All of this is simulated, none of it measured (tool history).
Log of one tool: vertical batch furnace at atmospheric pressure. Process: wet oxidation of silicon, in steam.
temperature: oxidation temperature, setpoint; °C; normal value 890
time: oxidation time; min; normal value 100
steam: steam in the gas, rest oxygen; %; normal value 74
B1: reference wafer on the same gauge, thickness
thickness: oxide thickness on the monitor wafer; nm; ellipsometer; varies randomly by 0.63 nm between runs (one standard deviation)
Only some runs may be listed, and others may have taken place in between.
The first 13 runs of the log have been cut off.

run 14 day=26.429 | temperature=890 time=100 steam=74 | B1=307.62 | thickness=286.68
-- day=31.883 gauge calibrated
run 15 day=35.325 | temperature=890 time=100 steam=74 | B1=307.95 | thickness=289.91
-- day=38.971 thermocouples replaced and temperature profile calibrated, repeated, since the last time left the tool worse
run 16 day=38.992 | temperature=890 time=100 steam=63 | B1=307.81 | thickness=244.3
run 17 day=39.346 | temperature=890 time=100 steam=74 | B1=307.71 | thickness=272.8
run 18 day=40.85 | temperature=890 time=125.5 steam=74 | B1=308 | thickness=320.01
run 19 day=42.858 | temperature=890 time=100 steam=74 | B1=307.55 | thickness=274.15
run 20 day=45.562 | temperature=890 time=100 steam=74 | B1=308.28 | thickness=274.37
-- day=47.812 steam generator serviced
run 21 day=47.896 | temperature=910 time=142 steam=74 | B1=307.8 | thickness=419.47

What will run 22 give?
run 22 day=49.242 | temperature=890 time=100 steam=66 | B1=? | thickness=?

B1: 307.74
thickness: 253.28 nm
Without the tool's hidden state the same run would have given thickness 250.03 nm.
